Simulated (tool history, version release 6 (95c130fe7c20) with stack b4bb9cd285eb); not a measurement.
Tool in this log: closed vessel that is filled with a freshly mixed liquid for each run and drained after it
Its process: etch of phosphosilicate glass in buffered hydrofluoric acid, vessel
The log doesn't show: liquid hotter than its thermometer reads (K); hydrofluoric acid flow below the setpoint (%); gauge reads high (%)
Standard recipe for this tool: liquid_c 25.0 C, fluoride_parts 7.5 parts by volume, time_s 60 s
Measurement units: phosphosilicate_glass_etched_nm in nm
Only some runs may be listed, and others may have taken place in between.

run,hour,liquid_c,fluoride_parts,time_s,wafers since the last listed run,hours since the thermometer was replaced,hours since the hydrofluoric acid flow meter was replaced,hours since the gauge calibration,"read-back film thickness of the phosphosilicate glass reference wafer, read on the same gauge (nm)",phosphosilicate_glass_etched_nm
1,0.0,25.0,7.5,60,0,240.4,493.7,1872.0,70.00,775.43
2,42.7,25.0,7.5,60,3711,283.1,536.4,1914.7,69.99,770.66
# hour 103.0: hydrofluoric acid flow meter replaced
3,104.1,27.5,7.5,60,5249,344.5,1.1,1976.1,69.99,903.81
4,142.7,27.5,7.5,60,3354,383.1,39.7,2014.7,70.01,904.92
5,215.2,25.0,7.5,60,6301,455.6,112.2,2087.2,70.00,799.42
6,322.7,25.0,7.5,60,9343,563.1,219.7,2194.7,70.00,801.17
# hour 353.0: thermometer replaced
7,642.3,25.0,7.5,60,27690,289.3,539.3,2514.3,70.01,761.09
# hour 648.8: hydrofluoric acid flow meter replaced
8,682.2,25.0,7.5,60,3380,329.2,33.4,2554.2,69.99,772.46
9,781.7,25.0,7.5,60,8647,428.7,132.9,2653.7,70.00,775.25
10,845.3,28.0,7.5,60,5527,492.3,196.5,2717.3,69.98,929.59
11,905.8,25.0,7.5,60,5258,552.8,257.0,2777.8,69.99,788.47
# hour 918.3: thermometer replaced
12,1009.9,25.0,7.5,60,8960,91.6,361.1,2881.9,69.99,760.34
# hour 1077.4: gauge calibrated
13,1095.6,25.0,7.5,60,7448,177.3,446.8,18.2,69.99,765.43
14,1175.7,26.5,8.5,50,6961,257.4,526.9,98.3,69.99,599.16
15,1281.5,23.0,7.5,90,9195,363.2,632.7,204.1,69.98,1047.14
# hour 1313.0: hydrofluoric acid flow meter replaced
16,1372.0,25.0,7.5,35,7778,453.7,59.0,294.6,70.01,461.91
17,1415.3,29.5,9.0,90,3763,497.0,102.3,337.9,70.02,1250.37
18,1486.9,22.0,10.5,85,6222,568.6,173.9,409.5,69.97,700.67
19,1538.4,25.0,7.5,70,4476,620.1,225.4,461.0,69.98,934.81
# hour 1562.0: thermometer replaced
20,1630.9,25.0,7.5,60,7952,68.9,317.9,553.5,69.99,736.20
21,1719.2,20.5,5.0,45,7674,157.2,406.2,641.8,70.00,628.86
22,1777.9,28.0,10.0,60,5101,215.9,464.9,700.5,69.99,684.13
23,1828.2,22.0,10.0,30,4371,266.2,515.2,750.8,70.01,249.74
24,1873.2,28.0,7.5,30,3911,311.2,560.2,795.8,69.99,446.04
# hour 1895.4: hydrofluoric acid flow meter replaced
25,1931.7,25.0,7.5,60,4997,369.7,36.3,854.3,69.99,772.88
26,2008.9,25.0,7.5,60,6709,446.9,113.5,931.5,70.00,785.13
27,2070.7,25.0,5.5,60,5371,508.7,175.3,993.3,69.98,1033.80
28,2161.0,25.0,7.5,60,7848,599.0,265.6,1083.6,70.01,801.20
29,2203.0,25.0,7.5,60,3650,641.0,307.6,1125.6,70.00,798.41
# hour 2239.2: thermometer replaced
30,2245.3,25.0,7.5,60,3589,6.1,349.9,1167.9,69.98,736.40
31,2318.3,25.0,7.5,60,6344,79.1,422.9,1240.9,70.00,755.11
32,2369.1,22.5,7.5,35,4415,129.9,473.7,1291.7,69.99,381.84

Here are 4 independent what-if runs from the current tool condition. What would each one return?
A,2369.8,25.0,7.5,80,60,130.6,474.4,1292.4,?,?
B,2369.8,22.5,9.5,45,60,130.6,474.4,1292.4,?,?
C,2369.8,25.0,7.5,45,60,130.6,474.4,1292.4,?,?
D,2369.8,21.5,7.5,85,60,130.6,474.4,1292.4,?,?

run,"read-back film thickness of the phosphosilicate glass reference wafer, read on the same gauge (nm)",phosphosilicate_glass_etched_nm
A,70.01,981.21
B,70.01,382.15
C,70.01,551.93
D,70.01,861.18
Take away the tool's hidden state, keep each run's random variation, and the runs would have read:
run,phosphosilicate_glass_etched_nm
A,962.30
B,374.66
C,541.30
D,844.20
